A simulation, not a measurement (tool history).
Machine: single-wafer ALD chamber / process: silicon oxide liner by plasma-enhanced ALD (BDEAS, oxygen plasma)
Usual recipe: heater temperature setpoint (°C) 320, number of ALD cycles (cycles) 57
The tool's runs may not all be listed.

| run | hour | heater temperature setpoint (°C) | number of ALD cycles (cycles) | read-back reference wafer on the same gauge, thickness_nm | mean film thickness on the monitor wafer (Å) |
|---|---|---|---|---|---|
| 1 | 0 | 312 | 52 | 5.66 | 48.1 |
| 2 | 71.9 | 312 | 52 | 5.66 | 48.02 |
| 3 | 161.2 | 320 | 48 | 5.662 | 43.89 |
| 4 | 233.2 | 320 | 48 | 5.659 | 43.93 |
| 5 | 274.7 | 320 | 57 | 5.663 | 51.98 |
| 6 | 359.7 | 320 | 57 | 5.663 | 51.98 |
| 7 | 465.5 | 320 | 57 | 5.66 | 51.94 |
| 8 | 509.6 | 320 | 57 | 5.66 | 51.61 |
| 9 | 615.7 | 316 | 57 | 5.657 | 51.96 |
| 10 | 658.1 | 316 | 57 | 5.659 | 52.37 |
| 11 | 718.9 | 316 | 57 | 5.657 | 52.16 |
| 12 | 787.8 | 320 | 60 | 5.659 | 54.56 |
|  | 811.7 | thermocouple changed; heater temperature recalibrated |
| 13 | 858.7 | 320 | 60 | 5.665 | 54.88 |
| 14 | 1136.7 | 320 | 66 | 5.653 | 59.96 |
| 15 | 1178.7 | 320 | 66 | 5.658 | 60.07 |
|  | 1265.7 | gauge calibrated |
| 16 | 1267.8 | 320 | 66 | 5.659 | 59.64 |
| 17 | 1316.5 | 320 | 57 | 5.661 | 51.61 |
| 18 | 1383 | 333 | 60 | 5.661 | 53.37 |
| 19 | 1435.5 | 307 | 60 | 5.653 | 55.9 |
| 20 | 1510.3 | 320 | 57 | 5.658 | 51.86 |
| 21 | 1556.4 | 327 | 60 | 5.657 | 54.14 |
| 22 | 1639 | 332 | 63 | 5.658 | 56.46 |
| 23 | 1700.5 | 320 | 57 | 5.663 | 51.8 |
| 24 | 1759.5 | 311 | 63 | 5.662 | 58.17 |
| 25 | 1806.1 | 306 | 63 | 5.658 | 58.61 |
| 26 | 1862.2 | 320 | 67 | 5.661 | 60.81 |
| 27 | 1914.5 | 320 | 57 | 5.661 | 51.9 |
| 28 | 1981.7 | 308 | 57 | 5.659 | 53.05 |
| 29 | 2068.9 | 320 | 57 | 5.662 | 51.74 |
| 30 | 2183 | 320 | 57 | 5.66 | 51.53 |
| 31 | 2268.9 | 320 | 68 | 5.658 | 61.94 |
| 32 | 2329.1 | 308 | 57 | 5.659 | 52.83 |
| 33 | 2367.5 | 320 | 49 | 5.659 | 44.45 |
| 34 | 2437 | 309 | 57 | 5.661 | 52.72 |

For each run, what was the tool's unlogged condition?
wafer temperature above the value expected at the setpoint (K): 0 on each run
gauge reads high (%): 0 on each run

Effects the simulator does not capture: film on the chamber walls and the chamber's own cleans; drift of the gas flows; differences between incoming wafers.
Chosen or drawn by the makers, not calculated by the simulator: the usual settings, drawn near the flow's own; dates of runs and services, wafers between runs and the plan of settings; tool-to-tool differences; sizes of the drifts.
